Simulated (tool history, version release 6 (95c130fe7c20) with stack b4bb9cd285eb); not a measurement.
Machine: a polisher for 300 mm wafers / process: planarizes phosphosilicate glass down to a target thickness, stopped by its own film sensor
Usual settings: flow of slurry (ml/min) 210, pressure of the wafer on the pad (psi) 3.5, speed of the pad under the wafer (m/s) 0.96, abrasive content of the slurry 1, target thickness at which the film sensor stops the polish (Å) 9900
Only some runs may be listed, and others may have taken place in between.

run,hour,flow of slurry (ml/min),pressure of the wafer on the pad (psi),speed of the pad under the wafer (m/s),abrasive content of the slurry,target thickness at which the film sensor stops the polish (Å),wafers since the last listed run,wafers polished on this pad,hours since the slurry nozzle was cleaned,hours since the head pressure was calibrated,hours since the slurry blender was calibrated,hours since the conditioning disc was replaced,"incoming thickness of the incoming film, nm",time until the film sensor stopped the polish (s)
1,0,210,3.5,0.96,1,9900,0,1006,371.8,1091.7,118.7,86.6,1641.8,77
# hour 4.2: slurry blender recalibrated
2,9.5,210,3.5,0.96,1,9900,89,1095,381.3,1101.2,5.3,96.1,1653.5,66.8
3,38.7,210,3.5,0.96,1,9900,349,1445,410.5,1130.4,34.5,125.3,1627,69.7
# hour 44.4: worn pad replaced by a new one
# hour 46.3: conditioning disc replaced and pad reconditioned
4,51.9,210,3.5,0.96,1,9900,86,66,423.7,1143.6,47.7,5.6,1638.1,61.8
5,58.8,210,3.9,0.96,1,9900,82,149,430.6,1150.5,54.6,12.5,1624.9,57.7
6,72.2,210,3.5,0.96,1.1,9900,160,309,444,1163.9,68,25.9,1635.3,60.9
7,89.1,210,3.5,0.96,1,9900,202,511,460.9,1180.8,84.9,42.8,1622.1,68.6
8,102.1,210,3.5,0.96,1,9900,155,667,473.9,1193.8,97.9,55.8,1651.9,73.7
# hour 110.6: slurry blender recalibrated
# hour 116.2: head pressure recalibrated
# hour 117.4: slurry nozzle cleaned
9,125.9,265,3.5,0.96,1,8350,224,891,8.5,9.7,15.3,79.6,1618.3,81.7
10,132.6,265,3.5,0.96,1,8350,80,972,15.2,16.4,22,86.3,1644.2,83.1
11,150.3,210,3.5,0.96,1,9900,211,1183,32.9,34.1,39.7,104,1617.9,69.5
# hour 159.3: worn pad replaced by a new one
12,160.7,210,3.1,0.96,1,9900,76,16,43.3,44.5,50.1,114.4,1647.1,75
13,167.3,210,3.5,0.96,0.9,9240,78,95,49.9,51.1,56.7,121,1607.3,73.2
# hour 176.6: conditioning disc replaced and pad reconditioned
14,184.9,210,3.5,0.96,1,9900,186,282,67.5,68.7,74.3,8.3,1614.8,67.7
# hour 220.3: slurry blender recalibrated
15,224,210,3.5,0.96,1,9900,443,725,106.6,107.8,3.7,47.4,1611.2,64.3
16,231.4,210,3.5,0.96,0.75,9900,88,814,114,115.2,11.1,54.8,1623.3,80.4
17,247.8,210,3.5,0.96,1,10930,196,1010,130.4,131.6,27.5,71.2,1650.8,61.4
# hour 267.4: worn pad replaced by a new one
18,267.9,210,3.5,1.16,0.9,9900,192,5,150.5,151.7,47.6,91.3,1627.5,59.4
19,276.8,210,3.2,1.2,1,9900,106,112,159.4,160.6,56.5,100.2,1639.4,60.8
20,282.9,210,3.5,0.96,1.2,9900,72,185,165.5,166.7,62.6,106.3,1614.4,57.8
21,297.5,210,3.5,0.96,1,9900,174,359,180.1,181.3,77.2,120.9,1616.6,68.1
22,309,210,3.5,0.96,1,9900,137,497,191.6,192.8,88.7,132.4,1658.7,72.1
# hour 312.5: conditioning disc replaced and pad reconditioned
23,325.1,210,3.5,0.96,1,9900,168,665,207.7,208.9,104.8,12.6,1635.6,77.4

Branching from run 23: 5 alternative next runs. What would each branch give?
A,325.5,210,3.5,0.96,0.7,9900,4,670,208.1,209.3,105.2,13,1608.3,?
B,325.5,190,3.5,0.96,0.9,9900,4,670,208.1,209.3,105.2,13,1608.3,?
C,325.5,165,3.5,0.96,0.85,10580,4,670,208.1,209.3,105.2,13,1608.3,?
D,325.5,210,2.9,0.96,1.1,10920,4,670,208.1,209.3,105.2,13,1608.3,?
E,325.5,210,2.5,0.96,1,9900,4,670,208.1,209.3,105.2,13,1608.3,?

run,time until the film sensor stopped the polish (s)
A,92.6
B,76.4
C,72
D,66.7
E,98.5
Take away the tool's hidden state, keep each run's random variation, and the runs would have read:
run,time until the film sensor stopped the polish (s)
A,70.2
B,59.6
C,55.8
D,53.2
E,77.7
